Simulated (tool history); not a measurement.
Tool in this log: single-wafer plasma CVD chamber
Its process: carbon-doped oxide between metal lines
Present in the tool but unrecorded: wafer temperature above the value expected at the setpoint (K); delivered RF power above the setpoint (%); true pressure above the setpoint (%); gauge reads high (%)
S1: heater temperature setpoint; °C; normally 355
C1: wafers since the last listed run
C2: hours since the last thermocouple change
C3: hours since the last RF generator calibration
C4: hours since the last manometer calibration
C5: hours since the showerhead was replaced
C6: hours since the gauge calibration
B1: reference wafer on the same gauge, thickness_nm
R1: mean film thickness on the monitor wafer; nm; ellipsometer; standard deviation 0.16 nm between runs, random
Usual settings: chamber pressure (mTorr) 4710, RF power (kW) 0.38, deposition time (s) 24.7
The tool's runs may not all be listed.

{"run": 1, "day": 0.0, "S1": 355, "chamber pressure (mTorr)": 4710, "RF power (kW)": 0.38, "deposition time (s)": 24.7, "C1": 0, "C2": 2019.3, "C3": 233.3, "C4": 893, "C5": 4025.4, "C6": 493.1, "B1": 98.01, "R1": 106.644}
{"run": 2, "day": 1.138, "S1": 355, "chamber pressure (mTorr)": 4710, "RF power (kW)": 0.38, "deposition time (s)": 24.7, "C1": 503, "C2": 2046.6, "C3": 260.6, "C4": 920.3, "C5": 4052.7, "C6": 520.4, "B1": 97.947, "R1": 106.491}
{"run": 3, "day": 2.012, "S1": 355, "chamber pressure (mTorr)": 4710, "RF power (kW)": 0.38, "deposition time (s)": 24.7, "C1": 387, "C2": 2067.6, "C3": 281.6, "C4": 941.3, "C5": 4073.7, "C6": 541.4, "B1": 97.941, "R1": 106.229}
{"run": 4, "day": 3.383, "S1": 355, "chamber pressure (mTorr)": 4710, "RF power (kW)": 0.38, "deposition time (s)": 24.7, "C1": 607, "C2": 2100.5, "C3": 314.5, "C4": 974.2, "C5": 4106.6, "C6": 574.3, "B1": 98.013, "R1": 105.98}
{"run": 5, "day": 4.646, "S1": 355, "chamber pressure (mTorr)": 4710, "RF power (kW)": 0.38, "deposition time (s)": 24.7, "C1": 559, "C2": 2130.8, "C3": 344.8, "C4": 1004.5, "C5": 4136.9, "C6": 604.6, "B1": 97.995, "R1": 105.971}
{"run": 6, "day": 5.892, "S1": 355, "chamber pressure (mTorr)": 4710, "RF power (kW)": 0.38, "deposition time (s)": 24.7, "C1": 551, "C2": 2160.7, "C3": 374.7, "C4": 1034.4, "C5": 4166.8, "C6": 634.5, "B1": 98.001, "R1": 106.092}
{"run": 7, "day": 6.604, "S1": 355, "chamber pressure (mTorr)": 4710, "RF power (kW)": 0.38, "deposition time (s)": 24.7, "C1": 315, "C2": 2177.8, "C3": 391.8, "C4": 1051.5, "C5": 4183.9, "C6": 651.6, "B1": 97.99, "R1": 105.956}
{"run": 8, "day": 7.854, "S1": 355, "chamber pressure (mTorr)": 4710, "RF power (kW)": 0.38, "deposition time (s)": 24.7, "C1": 553, "C2": 2207.8, "C3": 421.8, "C4": 1081.5, "C5": 4213.9, "C6": 681.6, "B1": 97.96, "R1": 105.951}
{"run": 9, "day": 8.938, "S1": 355, "chamber pressure (mTorr)": 4710, "RF power (kW)": 0.38, "deposition time (s)": 24.7, "C1": 479, "C2": 2233.8, "C3": 447.8, "C4": 1107.5, "C5": 4239.9, "C6": 707.6, "B1": 98.027, "R1": 105.681}
{"run": 10, "day": 10.021, "S1": 355, "chamber pressure (mTorr)": 4710, "RF power (kW)": 0.38, "deposition time (s)": 24.7, "C1": 479, "C2": 2259.8, "C3": 473.8, "C4": 1133.5, "C5": 4265.9, "C6": 733.6, "B1": 98.01, "R1": 105.506}
{"run": 11, "day": 10.55, "S1": 355, "chamber pressure (mTorr)": 4710, "RF power (kW)": 0.38, "deposition time (s)": 24.7, "C1": 234, "C2": 2272.5, "C3": 486.5, "C4": 1146.2, "C5": 4278.6, "C6": 746.3, "B1": 97.944, "R1": 105.561}
{"run": 12, "day": 11.379, "S1": 355, "chamber pressure (mTorr)": 4710, "RF power (kW)": 0.38, "deposition time (s)": 24.7, "C1": 367, "C2": 2292.4, "C3": 506.4, "C4": 1166.1, "C5": 4298.5, "C6": 766.2, "B1": 98.062, "R1": 105.523}
{"run": 13, "day": 12.733, "S1": 355, "chamber pressure (mTorr)": 4710, "RF power (kW)": 0.38, "deposition time (s)": 24.7, "C1": 599, "C2": 2324.9, "C3": 538.9, "C4": 1198.6, "C5": 4331, "C6": 798.7, "B1": 98.025, "R1": 105.444}
{"run": 14, "day": 13.508, "S1": 350, "chamber pressure (mTorr)": 4710, "RF power (kW)": 0.38, "deposition time (s)": 24.7, "C1": 343, "C2": 2343.5, "C3": 557.5, "C4": 1217.2, "C5": 4349.6, "C6": 817.3, "B1": 98.013, "R1": 106.637}
{"run": 15, "day": 14.925, "S1": 355, "chamber pressure (mTorr)": 4710, "RF power (kW)": 0.38, "deposition time (s)": 24.7, "C1": 627, "C2": 2377.5, "C3": 591.5, "C4": 1251.2, "C5": 4383.6, "C6": 851.3, "B1": 98.018, "R1": 105.22}
{"day": 15.962, "done": "showerhead replaced"}
{"run": 16, "day": 15.983, "S1": 362, "chamber pressure (mTorr)": 4710, "RF power (kW)": 0.38, "deposition time (s)": 29.2, "C1": 321, "C2": 2402.9, "C3": 616.9, "C4": 1276.6, "C5": 0.5, "C6": 876.7, "B1": 97.97, "R1": 121.78}
{"day": 16.533, "done": "capacitance manometer re-zeroed and calibrated"}
{"run": 17, "day": 16.929, "S1": 355, "chamber pressure (mTorr)": 4710, "RF power (kW)": 0.38, "deposition time (s)": 24.7, "C1": 271, "C2": 2425.6, "C3": 639.6, "C4": 9.5, "C5": 23.2, "C6": 899.4, "B1": 97.903, "R1": 105.686}
{"run": 18, "day": 18.092, "S1": 360, "chamber pressure (mTorr)": 4710, "RF power (kW)": 0.38, "deposition time (s)": 24.7, "C1": 514, "C2": 2453.5, "C3": 667.5, "C4": 37.4, "C5": 51.1, "C6": 927.3, "B1": 97.965, "R1": 104.867}
{"run": 19, "day": 18.967, "S1": 342, "chamber pressure (mTorr)": 5550, "RF power (kW)": 0.38, "deposition time (s)": 24.7, "C1": 387, "C2": 2474.5, "C3": 688.5, "C4": 58.4, "C5": 72.1, "C6": 948.3, "B1": 98.027, "R1": 112.059}
{"run": 20, "day": 19.904, "S1": 355, "chamber pressure (mTorr)": 4710, "RF power (kW)": 0.38, "deposition time (s)": 24.7, "C1": 415, "C2": 2497, "C3": 711, "C4": 80.9, "C5": 94.6, "C6": 970.8, "B1": 97.956, "R1": 106.073}
{"run": 21, "day": 20.838, "S1": 361, "chamber pressure (mTorr)": 5720, "RF power (kW)": 0.33, "deposition time (s)": 27.6, "C1": 413, "C2": 2519.4, "C3": 733.4, "C4": 103.3, "C5": 117, "C6": 993.2, "B1": 97.993, "R1": 107.392}
{"day": 21.8, "done": "RF generator calibrated"}
{"run": 22, "day": 21.821, "S1": 367, "chamber pressure (mTorr)": 4710, "RF power (kW)": 0.325, "deposition time (s)": 24.7, "C1": 287, "C2": 2543, "C3": 0.5, "C4": 126.9, "C5": 140.6, "C6": 1016.8, "B1": 98.016, "R1": 93.567}
{"day": 22.283, "done": "gauge calibrated"}
{"run": 23, "day": 22.854, "S1": 344, "chamber pressure (mTorr)": 4260, "RF power (kW)": 0.325, "deposition time (s)": 29.2, "C1": 457, "C2": 2567.8, "C3": 25.3, "C4": 151.7, "C5": 165.4, "C6": 13.7, "B1": 98.037, "R1": 114.794}
{"day": 24.012, "done": "thermocouple changed; heater temperature recalibrated"}
{"run": 24, "day": 26.721, "S1": 355, "chamber pressure (mTorr)": 3650, "RF power (kW)": 0.38, "deposition time (s)": 20, "C1": 1565, "C2": 65, "C3": 118.1, "C4": 244.5, "C5": 258.2, "C6": 106.5, "B1": 97.996, "R1": 84.76}
{"run": 25, "day": 27.908, "S1": 368, "chamber pressure (mTorr)": 4710, "RF power (kW)": 0.45, "deposition time (s)": 24.7, "C1": 526, "C2": 93.5, "C3": 146.6, "C4": 273, "C5": 286.7, "C6": 135, "B1": 97.974, "R1": 117.549}
{"run": 26, "day": 29.279, "S1": 355, "chamber pressure (mTorr)": 5560, "RF power (kW)": 0.38, "deposition time (s)": 26.4, "C1": 607, "C2": 126.4, "C3": 179.5, "C4": 305.9, "C5": 319.6, "C6": 167.9, "B1": 97.996, "R1": 116.333}
{"run": 27, "day": 30.242, "S1": 355, "chamber pressure (mTorr)": 4710, "RF power (kW)": 0.435, "deposition time (s)": 28.9, "C1": 426, "C2": 149.5, "C3": 202.6, "C4": 329, "C5": 342.7, "C6": 191, "B1": 98.013, "R1": 137.557}
{"run": 28, "day": 31.688, "S1": 355, "chamber pressure (mTorr)": 4710, "RF power (kW)": 0.36, "deposition time (s)": 24.7, "C1": 640, "C2": 184.2, "C3": 237.3, "C4": 363.7, "C5": 377.4, "C6": 225.7, "B1": 97.947, "R1": 102.748}

Below are 4 alternative next runs, each starting from the tool's condition after run 28. Predict each:
{"run": "A", "day": 31.704, "S1": 343, "chamber pressure (mTorr)": 4710, "RF power (kW)": 0.38, "deposition time (s)": 24.7, "C1": 7, "C2": 184.6, "C3": 237.7, "C4": 364.1, "C5": 377.8, "C6": 226.1, "B1": "?", "R1": "?"}
{"run": "B", "day": 31.704, "S1": 355, "chamber pressure (mTorr)": 5010, "RF power (kW)": 0.405, "deposition time (s)": 22.7, "C1": 7, "C2": 184.6, "C3": 237.7, "C4": 364.1, "C5": 377.8, "C6": 226.1, "B1": "?", "R1": "?"}
{"run": "C", "day": 31.704, "S1": 355, "chamber pressure (mTorr)": 4710, "RF power (kW)": 0.38, "deposition time (s)": 20.5, "C1": 7, "C2": 184.6, "C3": 237.7, "C4": 364.1, "C5": 377.8, "C6": 226.1, "B1": "?", "R1": "?"}
{"run": "D", "day": 31.704, "S1": 355, "chamber pressure (mTorr)": 3900, "RF power (kW)": 0.31, "deposition time (s)": 24.7, "C1": 7, "C2": 184.6, "C3": 237.7, "C4": 364.1, "C5": 377.8, "C6": 226.1, "B1": "?", "R1": "?"}

run=A B1=97.999 R1=110.16
run=B B1=97.999 R1=103.726
run=C B1=97.999 R1=88.994
run=D B1=97.999 R1=90.242
With the hidden condition removed and each run's random variation left untouched, the same runs would have given:
run=A R1=110.972
run=B R1=104.464
run=C R1=89.649
run=D R1=90.915
